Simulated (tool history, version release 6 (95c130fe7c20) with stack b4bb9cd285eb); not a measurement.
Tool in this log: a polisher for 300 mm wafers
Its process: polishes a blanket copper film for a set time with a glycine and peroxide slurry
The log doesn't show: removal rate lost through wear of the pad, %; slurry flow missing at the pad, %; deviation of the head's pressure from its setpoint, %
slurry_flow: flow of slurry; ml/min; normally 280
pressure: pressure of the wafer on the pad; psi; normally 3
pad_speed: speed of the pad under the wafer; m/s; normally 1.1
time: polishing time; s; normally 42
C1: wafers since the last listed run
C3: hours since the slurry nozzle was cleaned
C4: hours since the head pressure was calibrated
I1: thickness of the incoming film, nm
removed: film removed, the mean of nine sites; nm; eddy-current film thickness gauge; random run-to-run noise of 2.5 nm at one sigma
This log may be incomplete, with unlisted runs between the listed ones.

{"run": 1, "hour": 0.0, "slurry_flow": 280, "pressure": 3, "pad_speed": 1.1, "time": 42, "C1": 0, "wafers polished on this pad": 4644, "C3": 557.8, "C4": 429.1, "I1": 1463.1, "removed": 270.6}
{"hour": 51.0, "done": "worn pad replaced by a new one"}
{"run": 2, "hour": 61.0, "slurry_flow": 280, "pressure": 3, "pad_speed": 1.1, "time": 42, "C1": 825, "wafers polished on this pad": 145, "C3": 618.8, "C4": 490.1, "I1": 1462.1, "removed": 271.4}
{"run": 3, "hour": 106.4, "slurry_flow": 280, "pressure": 3, "pad_speed": 1.1, "time": 42, "C1": 657, "wafers polished on this pad": 802, "C3": 664.2, "C4": 535.5, "I1": 1429.6, "removed": 272.2}
{"hour": 118.4, "done": "slurry nozzle cleaned"}
{"run": 4, "hour": 169.2, "slurry_flow": 280, "pressure": 3, "pad_speed": 1.1, "time": 42, "C1": 894, "wafers polished on this pad": 1697, "C3": 50.8, "C4": 598.3, "I1": 1456.4, "removed": 265.5}
{"run": 5, "hour": 195.0, "slurry_flow": 280, "pressure": 3, "pad_speed": 1.1, "time": 33, "C1": 373, "wafers polished on this pad": 2070, "C3": 76.6, "C4": 624.1, "I1": 1447.4, "removed": 213.9}
{"hour": 208.6, "done": "head pressure recalibrated"}
{"run": 6, "hour": 231.5, "slurry_flow": 280, "pressure": 3, "pad_speed": 1.1, "time": 33, "C1": 499, "wafers polished on this pad": 2570, "C3": 113.1, "C4": 22.9, "I1": 1444.5, "removed": 213.1}
{"run": 7, "hour": 283.2, "slurry_flow": 280, "pressure": 3, "pad_speed": 1.1, "time": 33, "C1": 748, "wafers polished on this pad": 3319, "C3": 164.8, "C4": 74.6, "I1": 1436.8, "removed": 211}
{"run": 8, "hour": 338.4, "slurry_flow": 280, "pressure": 3, "pad_speed": 1.36, "time": 42, "C1": 799, "wafers polished on this pad": 4118, "C3": 220, "C4": 129.8, "I1": 1427.6, "removed": 317.9}
{"run": 9, "hour": 372.6, "slurry_flow": 280, "pressure": 3, "pad_speed": 1.1, "time": 42, "C1": 495, "wafers polished on this pad": 4613, "C3": 254.2, "C4": 164, "I1": 1418.1, "removed": 270.1}
{"run": 10, "hour": 410.8, "slurry_flow": 280, "pressure": 3, "pad_speed": 1.1, "time": 42, "C1": 553, "wafers polished on this pad": 5166, "C3": 292.4, "C4": 202.2, "I1": 1434.8, "removed": 268.5}
{"hour": 426.3, "done": "worn pad replaced by a new one"}
{"run": 11, "hour": 442.7, "slurry_flow": 280, "pressure": 3, "pad_speed": 1.1, "time": 42, "C1": 404, "wafers polished on this pad": 237, "C3": 324.3, "C4": 234.1, "I1": 1445.6, "removed": 271.8}
{"run": 12, "hour": 511.3, "slurry_flow": 280, "pressure": 3, "pad_speed": 1.1, "time": 37, "C1": 993, "wafers polished on this pad": 1230, "C3": 392.9, "C4": 302.7, "I1": 1451.6, "removed": 238.5}
{"run": 13, "hour": 550.9, "slurry_flow": 215, "pressure": 3, "pad_speed": 1.1, "time": 42, "C1": 573, "wafers polished on this pad": 1804, "C3": 432.5, "C4": 342.3, "I1": 1439.9, "removed": 258.8}
{"run": 14, "hour": 610.5, "slurry_flow": 215, "pressure": 3, "pad_speed": 1.1, "time": 42, "C1": 863, "wafers polished on this pad": 2667, "C3": 492.1, "C4": 401.9, "I1": 1424.3, "removed": 268.7}
{"run": 15, "hour": 641.1, "slurry_flow": 215, "pressure": 3, "pad_speed": 1.1, "time": 42, "C1": 443, "wafers polished on this pad": 3110, "C3": 522.7, "C4": 432.5, "I1": 1426.1, "removed": 269.2}
{"run": 16, "hour": 683.6, "slurry_flow": 360, "pressure": 3, "pad_speed": 1.1, "time": 36, "C1": 615, "wafers polished on this pad": 3725, "C3": 565.2, "C4": 475, "I1": 1456.6, "removed": 232.9}
{"run": 17, "hour": 716.4, "slurry_flow": 205, "pressure": 2.5, "pad_speed": 1.1, "time": 42, "C1": 474, "wafers polished on this pad": 4200, "C3": 598, "C4": 507.8, "I1": 1415.4, "removed": 228.1}
{"hour": 746.7, "done": "worn pad replaced by a new one"}
{"run": 18, "hour": 774.4, "slurry_flow": 280, "pressure": 3.8, "pad_speed": 1.1, "time": 42, "C1": 781, "wafers polished on this pad": 400, "C3": 656, "C4": 565.8, "I1": 1459.1, "removed": 328.3}
{"run": 19, "hour": 840.4, "slurry_flow": 280, "pressure": 3.6, "pad_speed": 1.22, "time": 42, "C1": 955, "wafers polished on this pad": 1356, "C3": 722, "C4": 631.8, "I1": 1425.2, "removed": 335.6}
{"hour": 873.1, "done": "slurry nozzle cleaned"}
{"run": 20, "hour": 893.3, "slurry_flow": 230, "pressure": 3, "pad_speed": 1.1, "time": 46, "C1": 751, "wafers polished on this pad": 2107, "C3": 20.2, "C4": 684.7, "I1": 1443.3, "removed": 293.6}
{"hour": 897.5, "done": "head pressure recalibrated"}
{"run": 21, "hour": 977.1, "slurry_flow": 280, "pressure": 3.8, "pad_speed": 1, "time": 28, "C1": 1184, "wafers polished on this pad": 3292, "C3": 104, "C4": 79.6, "I1": 1441.7, "removed": 203}
{"run": 22, "hour": 1020.7, "slurry_flow": 280, "pressure": 3, "pad_speed": 1.1, "time": 42, "C1": 631, "wafers polished on this pad": 3923, "C3": 147.6, "C4": 123.2, "I1": 1426.7, "removed": 267.8}
{"hour": 1056.0, "done": "worn pad replaced by a new one"}
{"run": 23, "hour": 1073.7, "slurry_flow": 280, "pressure": 3.7, "pad_speed": 1.48, "time": 54, "C1": 709, "wafers polished on this pad": 255, "C3": 200.6, "C4": 176.2, "I1": 1453.4, "removed": 518.2}
{"run": 24, "hour": 1117.5, "slurry_flow": 185, "pressure": 3.4, "pad_speed": 1.1, "time": 31, "C1": 634, "wafers polished on this pad": 890, "C3": 244.4, "C4": 220, "I1": 1440.9, "removed": 214.6}
{"run": 25, "hour": 1152.7, "slurry_flow": 280, "pressure": 3, "pad_speed": 1.1, "time": 42, "C1": 509, "wafers polished on this pad": 1399, "C3": 279.6, "C4": 255.2, "I1": 1442.3, "removed": 270.4}
{"run": 26, "hour": 1197.0, "slurry_flow": 280, "pressure": 3, "pad_speed": 1.1, "time": 42, "C1": 641, "wafers polished on this pad": 2041, "C3": 323.9, "C4": 299.5, "I1": 1450.8, "removed": 269.4}
{"run": 27, "hour": 1398.2, "slurry_flow": 280, "pressure": 3, "pad_speed": 1.1, "time": 32, "C1": 2913, "wafers polished on this pad": 4954, "C3": 525.1, "C4": 500.7, "I1": 1426.8, "removed": 204.8}
{"hour": 1404.3, "done": "worn pad replaced by a new one"}
{"run": 28, "hour": 1451.2, "slurry_flow": 335, "pressure": 3.3, "pad_speed": 1.1, "time": 48, "C1": 709, "wafers polished on this pad": 678, "C3": 578.1, "C4": 553.7, "I1": 1424, "removed": 337.9}
{"run": 29, "hour": 1488.2, "slurry_flow": 280, "pressure": 3, "pad_speed": 1.1, "time": 42, "C1": 535, "wafers polished on this pad": 1214, "C3": 615.1, "C4": 590.7, "I1": 1442.1, "removed": 268.7}
{"run": 30, "hour": 1519.1, "slurry_flow": 280, "pressure": 3.3, "pad_speed": 0.92, "time": 42, "C1": 447, "wafers polished on this pad": 1661, "C3": 646, "C4": 621.6, "I1": 1434.3, "removed": 254.3}
{"run": 31, "hour": 1579.1, "slurry_flow": 255, "pressure": 3, "pad_speed": 1.1, "time": 35, "C1": 868, "wafers polished on this pad": 2530, "C3": 706, "C4": 681.6, "I1": 1439.3, "removed": 222.5}
{"hour": 1614.1, "done": "head pressure recalibrated"}
{"run": 32, "hour": 1634.3, "slurry_flow": 280, "pressure": 2.2, "pad_speed": 0.9, "time": 42, "C1": 770, "wafers polished on this pad": 3301, "C3": 761.2, "C4": 20.2, "I1": 1450.8, "removed": 186.6}

State the hidden condition of the tool at each of the runs:
removal rate lost through wear of the pad, %: 0 at every run
slurry flow missing at the pad, %: 0 at every run
deviation of the head's pressure from its setpoint, %: 0 at every run

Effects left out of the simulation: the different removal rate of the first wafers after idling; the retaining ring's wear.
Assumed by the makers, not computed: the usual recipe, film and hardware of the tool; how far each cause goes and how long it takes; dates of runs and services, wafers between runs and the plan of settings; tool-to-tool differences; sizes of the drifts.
